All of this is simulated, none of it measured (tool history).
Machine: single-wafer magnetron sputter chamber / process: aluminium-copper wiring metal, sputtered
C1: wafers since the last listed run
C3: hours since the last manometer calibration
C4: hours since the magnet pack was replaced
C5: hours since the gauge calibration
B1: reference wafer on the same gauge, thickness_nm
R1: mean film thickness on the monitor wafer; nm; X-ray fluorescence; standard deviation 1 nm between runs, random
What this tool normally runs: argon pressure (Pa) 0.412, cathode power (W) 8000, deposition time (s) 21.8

{"run": 1, "hour": 0.0, "argon pressure (Pa)": 0.348, "cathode power (W)": 8700, "deposition time (s)": 21.8, "C1": 0, "wafers on the sputter target": 16115, "C3": 216.9, "C4": 7360.4, "C5": 952.0, "B1": 359.08, "R1": 376.704}
{"run": 2, "hour": 45.2, "argon pressure (Pa)": 0.348, "cathode power (W)": 8700, "deposition time (s)": 21.8, "C1": 1363, "wafers on the sputter target": 17478, "C3": 262.1, "C4": 7405.6, "C5": 997.2, "B1": 359.283, "R1": 375.505}
{"hour": 67.2, "done": "sputter target and shields replaced"}
{"run": 3, "hour": 83.3, "argon pressure (Pa)": 0.412, "cathode power (W)": 8000, "deposition time (s)": 21.8, "C1": 907, "wafers on the sputter target": 486, "C3": 300.2, "C4": 7443.7, "C5": 1035.3, "B1": 358.874, "R1": 346.958}
{"run": 4, "hour": 145.6, "argon pressure (Pa)": 0.412, "cathode power (W)": 8000, "deposition time (s)": 21.8, "C1": 1879, "wafers on the sputter target": 2365, "C3": 362.5, "C4": 7506.0, "C5": 1097.6, "B1": 359.427, "R1": 347.206}
{"run": 5, "hour": 210.9, "argon pressure (Pa)": 0.412, "cathode power (W)": 8000, "deposition time (s)": 19.9, "C1": 1969, "wafers on the sputter target": 4334, "C3": 427.8, "C4": 7571.3, "C5": 1162.9, "B1": 358.542, "R1": 316.056}
{"run": 6, "hour": 264.9, "argon pressure (Pa)": 0.366, "cathode power (W)": 8000, "deposition time (s)": 18.3, "C1": 1628, "wafers on the sputter target": 5963, "C3": 481.8, "C4": 7625.3, "C5": 1216.9, "B1": 358.784, "R1": 298.826}
{"run": 7, "hour": 404.7, "argon pressure (Pa)": 0.366, "cathode power (W)": 8000, "deposition time (s)": 18.3, "C1": 4216, "wafers on the sputter target": 10180, "C3": 621.6, "C4": 7765.1, "C5": 1356.7, "B1": 359.08, "R1": 302.234}
{"run": 8, "hour": 460.6, "argon pressure (Pa)": 0.366, "cathode power (W)": 8000, "deposition time (s)": 18.3, "C1": 1686, "wafers on the sputter target": 11866, "C3": 677.5, "C4": 7821.0, "C5": 1412.6, "B1": 358.566, "R1": 300.521}
{"hour": 589.4, "done": "gauge calibrated"}
{"run": 9, "hour": 610.2, "argon pressure (Pa)": 0.412, "cathode power (W)": 8000, "deposition time (s)": 21.8, "C1": 4512, "wafers on the sputter target": 16379, "C3": 827.1, "C4": 7970.6, "C5": 20.8, "B1": 359.261, "R1": 352.98}
{"run": 10, "hour": 671.9, "argon pressure (Pa)": 0.412, "cathode power (W)": 8000, "deposition time (s)": 21.8, "C1": 1861, "wafers on the sputter target": 18240, "C3": 888.8, "C4": 8032.3, "C5": 82.5, "B1": 359.109, "R1": 352.642}
{"hour": 718.7, "done": "sputter target and shields replaced"}
{"run": 11, "hour": 777.6, "argon pressure (Pa)": 0.412, "cathode power (W)": 8000, "deposition time (s)": 21.8, "C1": 2946, "wafers on the sputter target": 1775, "C3": 994.5, "C4": 8138.0, "C5": 188.2, "B1": 359.178, "R1": 353.668}
{"hour": 832.4, "done": "capacitance manometer re-zeroed and calibrated"}
{"run": 12, "hour": 861.2, "argon pressure (Pa)": 0.412, "cathode power (W)": 8000, "deposition time (s)": 19.7, "C1": 2280, "wafers on the sputter target": 4055, "C3": 28.8, "C4": 8221.6, "C5": 271.8, "B1": 359.133, "R1": 311.509}
{"run": 13, "hour": 968.5, "argon pressure (Pa)": 0.412, "cathode power (W)": 8000, "deposition time (s)": 19.7, "C1": 3236, "wafers on the sputter target": 7292, "C3": 136.1, "C4": 8328.9, "C5": 379.1, "B1": 358.876, "R1": 311.477}
{"run": 14, "hour": 1018.9, "argon pressure (Pa)": 0.412, "cathode power (W)": 8000, "deposition time (s)": 19.7, "C1": 1520, "wafers on the sputter target": 8812, "C3": 186.5, "C4": 8379.3, "C5": 429.5, "B1": 358.919, "R1": 310.885}
{"run": 15, "hour": 1067.7, "argon pressure (Pa)": 0.412, "cathode power (W)": 8000, "deposition time (s)": 21.8, "C1": 1471, "wafers on the sputter target": 10284, "C3": 235.3, "C4": 8428.1, "C5": 478.3, "B1": 358.847, "R1": 346.161}
{"run": 16, "hour": 1148.0, "argon pressure (Pa)": 0.412, "cathode power (W)": 8000, "deposition time (s)": 21.8, "C1": 2422, "wafers on the sputter target": 12706, "C3": 315.6, "C4": 8508.4, "C5": 558.6, "B1": 359.249, "R1": 346.657}
{"run": 17, "hour": 1205.9, "argon pressure (Pa)": 0.412, "cathode power (W)": 8000, "deposition time (s)": 21.8, "C1": 1746, "wafers on the sputter target": 14453, "C3": 373.5, "C4": 8566.3, "C5": 616.5, "B1": 358.918, "R1": 347.442}
{"run": 18, "hour": 1276.4, "argon pressure (Pa)": 0.296, "cathode power (W)": 6950, "deposition time (s)": 23.4, "C1": 2126, "wafers on the sputter target": 16579, "C3": 444.0, "C4": 8636.8, "C5": 687.0, "B1": 359.132, "R1": 365.719}
{"hour": 1293.7, "done": "sputter target and shields replaced"}
{"run": 19, "hour": 1357.4, "argon pressure (Pa)": 0.412, "cathode power (W)": 8900, "deposition time (s)": 21.8, "C1": 2201, "wafers on the sputter target": 1921, "C3": 525.0, "C4": 8717.8, "C5": 768.0, "B1": 358.544, "R1": 370.515}
{"run": 20, "hour": 1421.3, "argon pressure (Pa)": 0.412, "cathode power (W)": 8000, "deposition time (s)": 17.8, "C1": 1927, "wafers on the sputter target": 3849, "C3": 588.9, "C4": 8781.7, "C5": 831.9, "B1": 359.258, "R1": 284.604}
{"run": 21, "hour": 1604.0, "argon pressure (Pa)": 0.412, "cathode power (W)": 6250, "deposition time (s)": 18.8, "C1": 5510, "wafers on the sputter target": 9359, "C3": 771.6, "C4": 8964.4, "C5": 1014.6, "B1": 359.3, "R1": 264.079}
{"hour": 1674.6, "done": "magnet pack replaced"}
{"run": 22, "hour": 1685.5, "argon pressure (Pa)": 0.274, "cathode power (W)": 9700, "deposition time (s)": 21.8, "C1": 2217, "wafers on the sputter target": 11576, "C3": 853.1, "C4": 10.9, "C5": 1096.1, "B1": 358.813, "R1": 422.779}
{"run": 23, "hour": 1787.9, "argon pressure (Pa)": 0.293, "cathode power (W)": 8000, "deposition time (s)": 20.3, "C1": 3088, "wafers on the sputter target": 14665, "C3": 955.5, "C4": 113.3, "C5": 1198.5, "B1": 359.162, "R1": 347.371}
{"hour": 1828.7, "done": "capacitance manometer re-zeroed and calibrated"}
{"run": 24, "hour": 1830.8, "argon pressure (Pa)": 0.412, "cathode power (W)": 8000, "deposition time (s)": 25.3, "C1": 1052, "wafers on the sputter target": 15718, "C3": 2.1, "C4": 156.2, "C5": 1241.4, "B1": 359.138, "R1": 399.084}
{"hour": 1871.5, "done": "sputter target and shields replaced"}
{"run": 25, "hour": 1883.4, "argon pressure (Pa)": 0.519, "cathode power (W)": 6800, "deposition time (s)": 20.2, "C1": 1345, "wafers on the sputter target": 358, "C3": 54.7, "C4": 208.8, "C5": 1294.0, "B1": 359.283, "R1": 275.074}
{"run": 26, "hour": 1977.0, "argon pressure (Pa)": 0.348, "cathode power (W)": 8700, "deposition time (s)": 21.8, "C1": 2823, "wafers on the sputter target": 3181, "C3": 148.3, "C4": 302.4, "C5": 1387.6, "B1": 358.961, "R1": 374.487}
{"hour": 2040.3, "done": "gauge calibrated"}
{"run": 27, "hour": 2068.4, "argon pressure (Pa)": 0.412, "cathode power (W)": 8000, "deposition time (s)": 21.8, "C1": 2756, "wafers on the sputter target": 5938, "C3": 239.7, "C4": 393.8, "C5": 28.1, "B1": 358.753, "R1": 346.44}
{"run": 28, "hour": 2160.3, "argon pressure (Pa)": 0.412, "cathode power (W)": 8000, "deposition time (s)": 21.8, "C1": 2772, "wafers on the sputter target": 8710, "C3": 331.6, "C4": 485.7, "C5": 120.0, "B1": 358.764, "R1": 348.252}
{"run": 29, "hour": 2208.0, "argon pressure (Pa)": 0.326, "cathode power (W)": 8000, "deposition time (s)": 17.5, "C1": 1438, "wafers on the sputter target": 10149, "C3": 379.3, "C4": 533.4, "C5": 167.7, "B1": 359.134, "R1": 289.654}
{"run": 30, "hour": 2288.9, "argon pressure (Pa)": 0.347, "cathode power (W)": 8000, "deposition time (s)": 23.9, "C1": 2440, "wafers on the sputter target": 12589, "C3": 460.2, "C4": 614.3, "C5": 248.6, "B1": 358.912, "R1": 393.787}
{"run": 31, "hour": 2350.1, "argon pressure (Pa)": 0.289, "cathode power (W)": 8800, "deposition time (s)": 18.2, "C1": 1845, "wafers on the sputter target": 14435, "C3": 521.4, "C4": 675.5, "C5": 309.8, "B1": 359.347, "R1": 327.878}
{"hour": 2364.4, "done": "sputter target and shields replaced"}
{"run": 32, "hour": 2458.0, "argon pressure (Pa)": 0.412, "cathode power (W)": 8000, "deposition time (s)": 25.7, "C1": 3013, "wafers on the sputter target": 2823, "C3": 629.3, "C4": 783.4, "C5": 417.7, "B1": 359.427, "R1": 411.304}
{"run": 33, "hour": 2527.5, "argon pressure (Pa)": 0.554, "cathode power (W)": 8000, "deposition time (s)": 21.8, "C1": 2096, "wafers on the sputter target": 4920, "C3": 698.8, "C4": 852.9, "C5": 487.2, "B1": 358.575, "R1": 326.898}
{"run": 34, "hour": 2589.1, "argon pressure (Pa)": 0.347, "cathode power (W)": 8000, "deposition time (s)": 23.9, "C1": 1858, "wafers on the sputter target": 6778, "C3": 760.4, "C4": 914.5, "C5": 548.8, "B1": 359.17, "R1": 397.163}

Selected run-to-run steps in R1, each split into two signed amounts: the part the tool would show with no hidden state at all (from settings, incoming material and random variation), and the remainder, which goes to the hidden state together with any gauge scatter not common to the measured and the hidden-state-free results:
What the log doesn't record here: deposition rate above that of a new target (%); true argon pressure above the setpoint (%); gauge reads high (%).
Run 11 -> 12: deposition time (s) 21.8 -> 19.7, capacitance manometer re-zeroed and calibrated. R1 -42.159 nm: hidden state -11.219, all else -30.940.
Run 21 -> 22: argon pressure (Pa) 0.412 -> 0.274, cathode power (W) 6250 -> 9700, deposition time (s) 18.8 -> 21.8, magnet pack replaced. R1 +158.700 nm: hidden state +1.194, all else +157.506.
Run 23 -> 24: argon pressure (Pa) 0.293 -> 0.412, deposition time (s) 20.3 -> 25.3, capacitance manometer re-zeroed and calibrated. R1 +51.713 nm: hidden state -7.093, all else +58.806.
Run 24 -> 25: argon pressure (Pa) 0.412 -> 0.519, cathode power (W) 8000 -> 6800, deposition time (s) 25.3 -> 20.2, sputter target and shields replaced. R1 -124.010 nm: hidden state +0.576, all else -124.586.
Run 29 -> 30: argon pressure (Pa) 0.326 -> 0.347, deposition time (s) 17.5 -> 23.9. R1 +104.133 nm: hidden state +1.929, all else +102.204.
Run 31 -> 32: argon pressure (Pa) 0.289 -> 0.412, cathode power (W) 8800 -> 8000, deposition time (s) 18.2 -> 25.7, sputter target and shields replaced. R1 +83.426 nm: hidden state +4.012, all else +79.414.
